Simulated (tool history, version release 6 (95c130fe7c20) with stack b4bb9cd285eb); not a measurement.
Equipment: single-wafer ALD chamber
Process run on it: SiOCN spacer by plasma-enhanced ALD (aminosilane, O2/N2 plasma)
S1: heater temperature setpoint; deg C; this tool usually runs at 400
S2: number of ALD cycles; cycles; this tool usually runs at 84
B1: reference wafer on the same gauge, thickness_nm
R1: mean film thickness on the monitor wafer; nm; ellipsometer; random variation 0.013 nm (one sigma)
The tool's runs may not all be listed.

run    hour   S1  S2     B1     R1
  1       0  392  71  4.582  4.282
  2    75.2  400  84  4.579  5.091
  3   147.9  400  84  4.579  5.085
  4   184.2  400  84   4.58  5.079
  5   258.4  400  84  4.583  5.045
  6   343.6  400  84  4.585  5.083
  7     421  400  84  4.577  5.071
  8   658.2  407  84   4.58  4.986
  9   748.2  400  84  4.578  5.056
 10  1008.8  400  84  4.578   5.06
 11  1056.8  400  84  4.581  5.069
     1120.4  -- thermocouple changed; heater temperature recalibrated
 12  1120.9  400  84  4.577   5.08
     1162.7  -- gauge calibrated
 13  1201.3  400  84  4.579  5.082
 14  1304.1  400  84  4.582  5.067
 15  1371.3  400  84  4.578  5.069
 16  1417.8  400  84  4.586  5.078
 17  1486.5  411  84  4.579  4.917
 18  1574.7  411  84  4.583  4.929
 19  1663.9  400  84  4.578  5.072
 20  1734.4  390  99  4.578  6.001
 21  1784.1  389  72  4.581  4.367
 22    2093  389  68   4.58  4.102
 23    2178  400  97  4.577  5.874
 24  2249.4  414  91   4.58  5.279
 25  2288.8  391  88  4.579  5.317
 26  2379.9  400  68   4.58  4.097
 27  2417.2  406  84  4.575  4.991
 28  2523.3  389  76   4.58  4.602
 29    2671  409  91   4.58  5.373
 30  2764.9  392  69  4.577  4.164
 31  2837.6  387  97  4.578  5.827
 32    2939  400  84  4.578  5.059
 33  2996.8  400  84  4.581  5.106
 34  3062.3  395  84  4.578  5.061
       3126  -- thermocouple changed; heater temperature recalibrated
 35  3156.2  406  99  4.584  5.883
 36  3250.8  400  84  4.581  5.053

Predict each of these 4 candidate next runs independently; none follows another, all start after run 36:
  A  3251.4  400   84   ?   ?
  B  3251.4  414  100   ?   ?
  C  3251.4  400   94   ?   ?
  D  3251.4  400   71   ?   ?

run     B1     R1
  A  4.577  5.063
  B  4.577  5.804
  C  4.577  5.665
  D  4.577  4.279
What these runs would have given with no unlogged condition in the tool:
run     R1
  A  5.063
  B  5.804
  C  5.665
  D  4.279

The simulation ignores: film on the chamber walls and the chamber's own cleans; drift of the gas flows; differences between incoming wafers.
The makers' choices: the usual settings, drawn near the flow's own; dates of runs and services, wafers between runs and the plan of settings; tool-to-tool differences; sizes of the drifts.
